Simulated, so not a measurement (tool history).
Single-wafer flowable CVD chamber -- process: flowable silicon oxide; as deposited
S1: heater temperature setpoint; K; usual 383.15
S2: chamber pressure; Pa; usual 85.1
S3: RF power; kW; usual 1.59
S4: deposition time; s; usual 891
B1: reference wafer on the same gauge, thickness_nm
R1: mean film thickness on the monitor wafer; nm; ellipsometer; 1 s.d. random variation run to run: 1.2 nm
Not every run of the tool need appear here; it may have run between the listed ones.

run   hour      S1     S2     S3   S4       B1       R1
  1      0  393.15   85.1   1.59  891  290.974  188.255
      14.1  -- gauge calibrated
  2   31.7  383.15   85.1   1.59  891  291.014  243.278
  3   64.8  383.15   85.1   1.59  891  290.938  243.161
  4   79.5  383.15   85.1    1.5  891  291.143  239.918
  5  107.7  383.15   85.1    1.5  891  291.142  240.073
  6    123  374.15   85.1   1.59  762  291.009  268.762
  7  155.2  374.15   85.1   1.59  762  291.101  268.174
  8  254.5  383.15   85.1   1.59  995  290.946  271.283
  9  280.9  383.15   85.1   1.59  995  291.051  272.635
     304.3  -- RF generator calibrated
 10  304.8  383.15   66.5   1.59  752   291.08  161.313
     355.5  -- capacitance manometer re-zeroed and calibrated
 11  362.3  393.15   85.1   1.59  770  290.711  162.036
     374.5  -- showerhead replaced, of another model than before
     377.5  -- thermocouple changed; heater temperature recalibrated
 12  378.6  378.15   65.2   1.76  771  290.908  234.045
 13  404.6  379.15   85.1   1.59  786  290.961  264.004
     468.7  -- gauge calibrated
 14  496.7  383.15   68.8   1.59  891  290.994  233.783
 15  527.2  371.15  104.7  1.465  833  291.127  394.939
 16  553.1  383.15   85.1   1.59  891  291.022  266.301
 17  587.9  383.15   85.1   1.59  799   290.98  235.264
 18  621.4  383.15   85.1   1.59  891  290.981   261.92

Each row is a separate what-if for the run after 18, all from the same tool condition, not one after another. Results?
  A   622  383.15  85.1   1.59  891   ?   ?
  B   622  389.15  85.1  1.385  891   ?   ?
  C   622  383.15  85.1  1.355  962   ?   ?

run       B1       R1
  A  290.978  261.634
  B  290.978  218.606
  C  290.978  277.317
Without the tool's unlogged condition, the same runs would have read:
run       R1
  A   269.42
  B  224.933
  C   285.57

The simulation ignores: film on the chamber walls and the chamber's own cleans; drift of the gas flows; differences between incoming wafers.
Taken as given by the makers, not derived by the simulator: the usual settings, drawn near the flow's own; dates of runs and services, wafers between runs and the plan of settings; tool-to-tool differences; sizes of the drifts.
